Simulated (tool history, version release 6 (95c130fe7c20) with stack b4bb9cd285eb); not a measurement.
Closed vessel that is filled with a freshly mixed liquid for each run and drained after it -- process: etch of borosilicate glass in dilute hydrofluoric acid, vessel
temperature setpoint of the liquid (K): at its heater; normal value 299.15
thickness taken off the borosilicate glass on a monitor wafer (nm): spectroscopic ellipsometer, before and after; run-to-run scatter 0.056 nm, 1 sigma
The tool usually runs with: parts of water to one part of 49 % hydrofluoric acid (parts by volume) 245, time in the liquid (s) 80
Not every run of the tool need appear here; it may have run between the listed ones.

run    hour  temperature setpoint of the liquid (K)  parts of water to one part of 49 % hydrofluoric acid (parts by volume)  time in the liquid (s)  read-back film thickness of the borosilicate glass reference wafer, read on the same gauge (nm)  thickness taken off the borosilicate glass on a monitor wafer (nm)
  1     0.0                                  299.15                                                                     245                      80                                                                                           120.01                                                               11.57
  2   104.8                                  299.15                                                                     245                      80                                                                                           119.99                                                               11.52
  3   185.4                                  299.15                                                                     245                      80                                                                                           120.01                                                               11.45
  4   284.9                                  299.15                                                                     245                      80                                                                                           120.00                                                               11.48
  5   351.2                                  299.15                                                                     245                      80                                                                                           120.01                                                               11.51
      427.4  -- thermometer replaced
  6   434.3                                  299.15                                                                     245                      80                                                                                           119.99                                                               11.68
  7   538.0                                  299.15                                                                     245                      80                                                                                           119.98                                                               11.71
  8   626.3                                  299.15                                                                     245                      80                                                                                           120.00                                                               11.78
  9   688.8                                  299.15                                                                     245                      80                                                                                           120.00                                                               11.60
 10   752.0                                  299.15                                                                     245                      80                                                                                           120.00                                                               11.62
 11   865.3                                  303.15                                                                     245                     105                                                                                           120.02                                                               17.52
 12   958.4                                  299.15                                                                     245                      55                                                                                           119.99                                                                8.04
 13  1021.1                                  297.65                                                                     180                      80                                                                                           119.99                                                               16.23
     1030.8  -- thermometer replaced
 14  1101.7                                  299.15                                                                     245                      80                                                                                           119.99                                                               11.75
 15  1209.1                                  299.15                                                                     130                      60                                                                                           119.99                                                               19.08
     1264.0  -- hydrofluoric acid flow meter replaced
 16  1272.5                                  299.15                                                                     245                      80                                                                                           119.99                                                               12.26
 17  1366.0                                  297.15                                                                     315                      50                                                                                           120.00                                                                5.22
 18  1435.4                                  299.15                                                                     245                      80                                                                                           119.99                                                               12.26
 19  1542.7                                  299.15                                                                     295                      35                                                                                           120.01                                                                4.23
 20  1604.7                                  299.15                                                                     245                      80                                                                                           120.01                                                               12.33
 21  1661.5                                  300.65                                                                     160                      65                                                                                           120.00                                                               17.76
 22  1699.2                                  299.15                                                                     245                      80                                                                                           120.01                                                               12.34
     1699.2  -- gauge calibrated
     1700.4  -- thermometer replaced
     1729.5  -- hydrofluoric acid flow meter replaced, repeated, since the last time left the tool worse
 23  1760.2                                  299.15                                                                     305                      80                                                                                           120.00                                                                8.51
 24  1855.0                                  299.15                                                                     280                     125                                                                                           120.01                                                               14.85
 25  1913.1                                  297.15                                                                     245                      65                                                                                           119.99                                                                8.57
 26  1982.4                                  299.15                                                                     245                      65                                                                                           120.00                                                                9.25
 27  2052.1                                  295.15                                                                     275                      40                                                                                           119.99                                                                4.28
 28  2286.0                                  299.15                                                                     245                      80                                                                                           120.01                                                               11.57
     2326.3  -- thermometer replaced
 29  2340.6                                  299.15                                                                     335                      80                                                                                           119.98                                                                7.61
 30  2551.5                                  294.65                                                                     245                     115                                                                                           120.01                                                               13.93
 31  2635.3                                  299.15                                                                     245                      80                                                                                           119.99                                                               11.44
 32  2731.4                                  299.15                                                                     245                      45                                                                                           120.00                                                                6.50

4 ways to go on from here, each from the tool as it stands after run 32. What would each give?
  A  2732.1                                  299.15                                                                     245                      80                                                                                                ?                                                                   ?
  B  2732.1                                  304.15                                                                     350                     110                                                                                                ?                                                                   ?
  C  2732.1                                  299.15                                                                     215                      95                                                                                                ?                                                                   ?
  D  2732.1                                  295.65                                                                     355                      80                                                                                                ?                                                                   ?

run  read-back film thickness of the borosilicate glass reference wafer, read on the same gauge (nm)  thickness taken off the borosilicate glass on a monitor wafer (nm)
  A                                                                                           120.00                                                               11.52
  B                                                                                           120.00                                                               11.71
  C                                                                                           120.00                                                               16.10
  D                                                                                           120.00                                                                6.33
Take away the tool's hidden state, keep each run's random variation, and the runs would have read:
run  thickness taken off the borosilicate glass on a monitor wafer (nm)
  A                                                               11.28
  B                                                               11.44
  C                                                               15.77
  D                                                                6.19

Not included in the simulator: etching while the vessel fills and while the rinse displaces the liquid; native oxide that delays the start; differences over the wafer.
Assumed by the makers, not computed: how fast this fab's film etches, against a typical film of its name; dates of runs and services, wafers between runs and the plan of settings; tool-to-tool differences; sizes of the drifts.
